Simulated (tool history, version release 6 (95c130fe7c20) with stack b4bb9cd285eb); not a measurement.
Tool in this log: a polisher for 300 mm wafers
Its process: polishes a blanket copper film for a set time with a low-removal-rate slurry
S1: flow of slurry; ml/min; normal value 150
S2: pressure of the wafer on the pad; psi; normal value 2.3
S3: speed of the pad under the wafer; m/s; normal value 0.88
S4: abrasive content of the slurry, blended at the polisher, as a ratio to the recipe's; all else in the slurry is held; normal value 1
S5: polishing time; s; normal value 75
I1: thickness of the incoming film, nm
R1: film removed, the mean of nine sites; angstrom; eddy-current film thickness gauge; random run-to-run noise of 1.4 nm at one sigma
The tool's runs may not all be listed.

run,hour,S1,S2,S3,S4,S5,I1,R1
1,0,150,2.3,0.88,1,75,1009.4,1251
# hour 8.8: worn pad replaced by a new one
2,48.6,180,2.3,0.88,1,75,1023,1288
3,107.3,150,2.3,0.88,1,75,1019.3,1263
4,176.3,150,2.3,0.88,1,75,1046.2,1271
5,216.9,150,2.3,0.88,1,75,1030.3,1292
6,270.9,150,2.3,0.88,1,75,1023.7,1266
7,314.5,150,2.3,0.88,1,75,1020.9,1285
# hour 328.6: slurry nozzle cleaned
# hour 357.6: slurry blender recalibrated
8,380.1,135,2.8,1.06,1.25,75,1036.1,1890
9,441.8,150,1.5,0.88,0.75,86,1026.4,893
10,494.8,150,2.3,0.88,1,64,1022.4,1101
# hour 547.4: worn pad replaced by a new one
11,556.6,125,2.8,0.88,0.85,75,1028.6,1448
12,627.9,115,2.3,0.88,1,75,1023.9,1287
13,653.6,150,2.7,0.88,1,84,1037.3,1751
14,721.3,175,1.7,0.88,1,75,1033.3,992
15,782,150,2.3,1.08,1,75,1027.1,1531
# hour 826.1: slurry nozzle cleaned
16,842,150,2.3,0.88,1,75,1045.7,1326
# hour 859.5: slurry blender recalibrated
17,910.1,150,3,0.88,0.85,75,1031.6,1664
18,980.3,180,2.3,0.64,0.85,85,1041.7,1189
# hour 1089.7: worn pad replaced by a new one
19,1109.6,150,2.3,0.88,1,75,1027.7,1386
20,1134.5,150,2.5,1.16,1,91,1038.5,2276
21,1186.5,150,2.3,1.08,1,75,1037.1,1608
22,1253.9,130,2.6,0.88,1,75,1022,1526
23,1292.4,150,2.3,0.88,1,75,1034,1384
24,1318.4,150,1.6,0.72,0.9,63,1028.9,687
25,1367.1,150,2.3,1.02,1.3,75,1026.4,1736
26,1392.8,165,2.3,0.88,0.85,56,1038.7,1036
# hour 1407: slurry nozzle cleaned
27,1433.2,125,2.3,1.02,0.9,67,1027.1,1363
# hour 1438.7: slurry blender recalibrated
28,1474.5,200,2.3,0.98,1.25,66,1018.4,1496
29,1508.9,150,2.3,1.04,1,97,1032.4,2123
# hour 1513.9: head pressure recalibrated
30,1536.5,150,2.3,0.88,1,75,1034.7,1279

Branching from run 30: 4 alternative next runs. What would each branch give?
A,1536.9,150,2.3,0.88,1,75,1029,?
B,1536.9,150,2.3,0.68,1,60,1029,?
C,1536.9,120,2.6,1.04,1.25,75,1029,?
D,1536.9,150,2.3,0.64,0.8,75,1029,?

run,R1
A,1247
B,823
C,1657
D,932
What these runs would have given with no unlogged condition in the tool:
run,R1
A,1239
B,818
C,1646
D,926
